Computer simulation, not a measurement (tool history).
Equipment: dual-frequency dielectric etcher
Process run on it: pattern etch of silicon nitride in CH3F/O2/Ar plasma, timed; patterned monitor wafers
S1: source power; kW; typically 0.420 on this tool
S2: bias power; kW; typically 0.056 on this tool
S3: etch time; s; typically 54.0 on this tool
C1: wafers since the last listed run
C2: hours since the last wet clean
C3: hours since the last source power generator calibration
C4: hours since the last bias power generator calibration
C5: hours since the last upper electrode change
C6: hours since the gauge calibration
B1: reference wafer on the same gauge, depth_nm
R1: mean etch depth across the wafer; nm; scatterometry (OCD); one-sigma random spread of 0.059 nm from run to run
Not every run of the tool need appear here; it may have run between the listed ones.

run,day,S1,S2,S3,C1,C2,C3,C4,C5,C6,B1,R1
1,0.000,0.420,0.056,54.0,0,101.4,1069.8,2378.6,4171.1,380.0,29.28,34.83
2,1.658,0.420,0.056,54.0,658,141.2,1109.6,2418.4,4210.9,419.8,29.29,34.86
3,3.092,0.420,0.056,54.0,568,175.6,1144.0,2452.8,4245.3,454.2,29.30,34.75
4,5.517,0.420,0.056,54.0,962,233.8,1202.2,2511.0,4303.5,512.4,29.30,34.77
5,7.317,0.420,0.056,54.0,714,277.0,1245.4,2554.2,4346.7,555.6,29.30,34.70
6,8.329,0.420,0.056,59.0,401,301.3,1269.7,2578.5,4371.0,579.9,29.30,37.85
7,10.075,0.420,0.056,59.0,692,343.2,1311.6,2620.4,4412.9,621.8,29.29,37.84
# day 11.088: bias power generator calibrated
8,12.125,0.420,0.056,49.5,747,392.4,1360.8,24.9,4462.1,671.0,29.30,31.72
# day 13.621: gauge calibrated
# day 14.208: wet clean of the chamber
9,14.229,0.420,0.056,54.0,438,0.5,1411.3,75.4,4512.6,14.6,29.30,35.31
10,15.950,0.420,0.056,49.5,682,41.8,1452.6,116.7,4553.9,55.9,29.30,32.17
# day 17.017: source power generator calibrated
11,18.467,0.420,0.056,43.0,932,102.2,34.8,177.1,4614.3,116.3,29.30,27.61
12,20.604,0.500,0.056,54.0,848,153.5,86.1,228.4,4665.6,167.6,29.29,36.85
13,21.625,0.390,0.048,62.0,405,178.0,110.6,252.9,4690.1,192.1,29.30,36.63
# day 24.454: upper electrode replaced
14,24.475,0.420,0.056,54.0,734,246.4,179.0,321.3,0.5,260.5,29.30,34.47
15,27.117,0.330,0.052,62.5,1048,309.8,242.4,384.7,63.9,323.9,29.30,35.58
16,29.288,0.320,0.069,38.0,861,361.9,294.5,436.8,116.0,376.0,29.30,23.53
# day 32.233: wet clean of the chamber
17,32.254,0.420,0.052,54.0,780,0.5,365.7,508.0,187.2,447.2,29.31,33.99
18,33.258,0.450,0.069,44.5,398,24.6,389.8,532.1,211.3,471.3,29.30,31.81

Forecast each of these 4 alternatives for the next run:
A,33.275,0.420,0.056,68.5,6,25.0,390.2,532.5,211.7,471.7,?,?
B,33.275,0.420,0.067,54.0,6,25.0,390.2,532.5,211.7,471.7,?,?
C,33.275,0.390,0.056,46.5,6,25.0,390.2,532.5,211.7,471.7,?,?
D,33.275,0.360,0.068,64.5,6,25.0,390.2,532.5,211.7,471.7,?,?

run,B1,R1
A,29.30,44.15
B,29.30,37.08
C,29.30,29.18
D,29.30,42.15
Stripped of hidden state, with their random variation kept, the same runs would have yielded:
run,R1
A,44.10
B,37.04
C,29.14
D,42.11

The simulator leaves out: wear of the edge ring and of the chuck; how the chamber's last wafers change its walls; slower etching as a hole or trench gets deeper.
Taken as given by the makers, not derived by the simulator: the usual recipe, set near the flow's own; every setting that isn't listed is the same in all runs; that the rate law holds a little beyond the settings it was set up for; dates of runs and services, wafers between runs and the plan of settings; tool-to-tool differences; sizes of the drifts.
